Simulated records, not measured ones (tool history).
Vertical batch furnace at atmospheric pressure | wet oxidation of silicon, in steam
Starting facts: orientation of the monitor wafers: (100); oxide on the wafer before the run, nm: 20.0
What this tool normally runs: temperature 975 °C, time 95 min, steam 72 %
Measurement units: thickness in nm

run    hour  temperature   time  steam  wafers since the last listed run  hours since the last temperature calibration  hours since the steam generator was serviced  hours since the gauge calibration  read-back reference wafer on the same gauge, thickness  thickness
  1       0          975     95     72                                 0                                        2399.8                                        1017.9                              462.6                                                  357.66      403.8
  2    87.4          975     95     72                               660                                        2487.2                                        1105.3                                550                                                  358.06      403.8
  3   382.2          975     95     72                              2226                                          2782                                        1400.1                              844.8                                                  358.19     404.59
  4   444.9          975     95     72                               473                                        2844.7                                        1462.8                              907.5                                                  358.54      405.4
  5   497.1          975     95     72                               394                                        2896.9                                          1515                              959.7                                                  358.18     404.13
      523.7  -- steam generator serviced
      530.7  -- gauge calibrated
      549.7  -- thermocouples replaced and temperature profile calibrated
  6   569.3          975     95     72                               182                                          19.6                                          45.6                               38.6                                                  357.98     390.45
  7   607.5          975     95     72                               288                                          57.8                                          83.8                               76.8                                                  357.21     393.08
  8   705.8          975     95     72                               742                                         156.1                                         182.1                              175.1                                                  358.59     390.31
  9   766.6          975     95     72                               459                                         216.9                                         242.9                              235.9                                                   357.7     388.17
 10   814.9          997  135.5     62                               364                                         265.2                                         291.2                              284.2                                                  358.14      529.2
 11   882.9          965     95     69                               513                                         333.2                                         359.2                              352.2                                                  357.76     353.27
 12   968.6          996    124     75                               647                                         418.9                                         444.9                              437.9                                                  358.36     556.03
 13  1012.3          950     68     65                               330                                         462.6                                         488.6                              481.6                                                  357.89     233.74
 14  1074.2          975     95     72                               467                                         524.5                                         550.5                              543.5                                                  358.03     391.95
 15  1173.2          987    142     78                               747                                         623.5                                         649.5                              642.5                                                  357.43     597.12
 16  1277.6          992  123.5     80                               788                                         727.9                                         753.9                              746.9                                                  357.93     572.49
 17  1346.1          975     95     72                               517                                         796.4                                         822.4                              815.4                                                  357.78     398.45
 18  1392.8          991     78     72                               352                                         843.1                                         869.1                              862.1                                                  357.73     393.68
 19  1440.2          965    127     79                               357                                         890.5                                         916.5                              909.5                                                   357.8     475.87

4 options for the next run, each taken on its own from the tool as it stands now. Forecast them:
  A  1445.7          975    95     72                                41                                           896                                           922                                915                                                       ?          ?
  B  1445.7          975    95     60                                41                                           896                                           922                                915                                                       ?          ?
  C  1445.7          975    95     79                                41                                           896                                           922                                915                                                       ?          ?
  D  1445.7          964    95     81                                41                                           896                                           922                                915                                                       ?          ?

run  read-back reference wafer on the same gauge, thickness  thickness
  A                                                  357.93     396.85
  B                                                  357.93      349.7
  C                                                  357.93     422.91
  D                                                  357.93     395.42
Stripped of hidden state, with their random variation kept, the same runs would have yielded:
run  thickness
  A     386.74
  B     340.45
  C     412.35
  D     384.95
